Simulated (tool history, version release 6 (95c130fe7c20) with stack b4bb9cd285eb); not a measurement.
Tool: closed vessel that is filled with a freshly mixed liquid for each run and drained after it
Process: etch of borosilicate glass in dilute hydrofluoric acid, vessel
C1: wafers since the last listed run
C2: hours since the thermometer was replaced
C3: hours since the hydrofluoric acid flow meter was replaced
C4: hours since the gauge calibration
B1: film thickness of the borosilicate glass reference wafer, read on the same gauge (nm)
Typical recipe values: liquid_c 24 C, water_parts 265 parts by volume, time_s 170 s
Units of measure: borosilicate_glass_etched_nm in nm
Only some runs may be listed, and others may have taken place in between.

Run 1, hour 0: usual settings; C1 0; C2 1760.9; C3 107; C4 642.7; B1 119.97. Result: borosilicate_glass_etched_nm 12.66 nm.
Run 2, hour 62.5: usual settings; C1 4461; C2 1823.4; C3 169.5; C4 705.2; B1 120.02. Result: borosilicate_glass_etched_nm 12.56 nm.
At hour 183.8: gauge calibrated.
Run 3, hour 248.9: usual settings; C1 13306; C2 2009.8; C3 355.9; C4 65.1; B1 119.99. Result: borosilicate_glass_etched_nm 12.56 nm.
Run 4, hour 298.1: usual settings but water_parts 200 parts by volume; C1 3512; C2 2059; C3 405.1; C4 114.3; B1 120. Result: borosilicate_glass_etched_nm 17.72 nm.
Run 5, hour 368: usual settings but time_s 210 s; C1 4989; C2 2128.9; C3 475; C4 184.2; B1 120. Result: borosilicate_glass_etched_nm 15.38 nm.
Run 6, hour 430.1: usual settings but time_s 210 s; C1 4433; C2 2191; C3 537.1; C4 246.3; B1 120.02. Result: borosilicate_glass_etched_nm 15.48 nm.
At hour 458.9: hydrofluoric acid flow meter replaced.
Run 7, hour 476.3: usual settings but time_s 210 s; C1 3226; C2 2237.2; C3 17.4; C4 292.5; B1 120. Result: borosilicate_glass_etched_nm 15.56 nm.
Run 8, hour 516.6: usual settings; C1 2876; C2 2277.5; C3 57.7; C4 332.8; B1 120.03. Result: borosilicate_glass_etched_nm 12.7 nm.
Run 9, hour 564: usual settings; C1 3383; C2 2324.9; C3 105.1; C4 380.2; B1 120.03. Result: borosilicate_glass_etched_nm 12.67 nm.
At hour 596.5: thermometer replaced.
Run 10, hour 601.1: usual settings; C1 2576; C2 4.6; C3 142.2; C4 417.3; B1 119.96. Result: borosilicate_glass_etched_nm 12.56 nm.
Run 11, hour 654.9: usual settings but water_parts 205 parts by volume; C1 3840; C2 58.4; C3 196; C4 471.1; B1 120. Result: borosilicate_glass_etched_nm 17.22 nm.
Run 12, hour 679.6: usual settings but liquid_c 21.5 C, water_parts 165 parts by volume, time_s 115 s; C1 1763; C2 83.1; C3 220.7; C4 495.8; B1 119.99. Result: borosilicate_glass_etched_nm 13.82 nm.
Run 13, hour 735.2: usual settings but liquid_c 26 C, water_parts 385 parts by volume; C1 3969; C2 138.7; C3 276.3; C4 551.4; B1 120.02. Result: borosilicate_glass_etched_nm 8.22 nm.
Run 14, hour 795.1: usual settings but liquid_c 22 C, water_parts 170 parts by volume, time_s 210 s; C1 4275; C2 198.6; C3 336.2; C4 611.3; B1 120. Result: borosilicate_glass_etched_nm 24.76 nm.
Run 15, hour 865.5: usual settings but time_s 130 s; C1 5025; C2 269; C3 406.6; C4 681.7; B1 119.98. Result: borosilicate_glass_etched_nm 9.5 nm.
Run 16, hour 892.6: usual settings; C1 1934; C2 296.1; C3 433.7; C4 708.8; B1 120.01. Result: borosilicate_glass_etched_nm 12.44 nm.
At hour 945.9: hydrofluoric acid flow meter replaced.
Run 17, hour 1004.9: usual settings but liquid_c 26 C, water_parts 190 parts by volume, time_s 140 s; C1 7945; C2 408.4; C3 59; C4 821.1; B1 120.01. Result: borosilicate_glass_etched_nm 16.85 nm.
At hour 1101: gauge calibrated.
Run 18, hour 1183.8: usual settings but liquid_c 27 C, water_parts 365 parts by volume, time_s 235 s; C1 12770; C2 587.3; C3 237.9; C4 82.8; B1 120. Result: borosilicate_glass_etched_nm 12.64 nm.
Run 19, hour 1230.6: usual settings; C1 3340; C2 634.1; C3 284.7; C4 129.6; B1 119.97. Result: borosilicate_glass_etched_nm 12.48 nm.
Run 20, hour 1268.8: usual settings but liquid_c 22.5 C, water_parts 300 parts by volume, time_s 80 s; C1 2726; C2 672.3; C3 322.9; C4 167.8; B1 120.01. Result: borosilicate_glass_etched_nm 4.75 nm.
Run 21, hour 1310.1: usual settings but liquid_c 22 C, time_s 95 s; C1 2948; C2 713.6; C3 364.2; C4 209.1; B1 120.04. Result: borosilicate_glass_etched_nm 6.5 nm.
Run 22, hour 1373.4: usual settings; C1 4518; C2 776.9; C3 427.5; C4 272.4; B1 120. Result: borosilicate_glass_etched_nm 12.42 nm.
Run 23, hour 1421: usual settings but time_s 200 s; C1 3397; C2 824.5; C3 475.1; C4 320; B1 119.99. Result: borosilicate_glass_etched_nm 14.66 nm.

Below are 5 alternative next runs, each starting from the tool's condition after run 23. Predict each:
Run A, hour 1421.7: usual settings; C1 49; C2 825.2; C3 475.8; C4 320.7; B1 ?. Result: borosilicate_glass_etched_nm ?.
Run B, hour 1421.7: usual settings but time_s 110 s; C1 49; C2 825.2; C3 475.8; C4 320.7; B1 ?. Result: borosilicate_glass_etched_nm ?.
Run C, hour 1421.7: usual settings but liquid_c 27 C, time_s 200 s; C1 49; C2 825.2; C3 475.8; C4 320.7; B1 ?. Result: borosilicate_glass_etched_nm ?.
Run D, hour 1421.7: usual settings but time_s 80 s; C1 49; C2 825.2; C3 475.8; C4 320.7; B1 ?. Result: borosilicate_glass_etched_nm ?.
Run E, hour 1421.7: usual settings but water_parts 370 parts by volume; C1 49; C2 825.2; C3 475.8; C4 320.7; B1 ?. Result: borosilicate_glass_etched_nm ?.

run      B1  borosilicate_glass_etched_nm
  A  119.96                         12.44
  B  119.96                          8.05
  C  119.96                         16.24
  D  119.96                          5.85
  E  119.96                          8.05
The same runs, with their run-to-run variation unchanged, on a tool lacking any hidden condition would have given:
run  borosilicate_glass_etched_nm
  A                         12.62
  B                          8.16
  C                         16.48
  D                          5.94
  E                          8.17
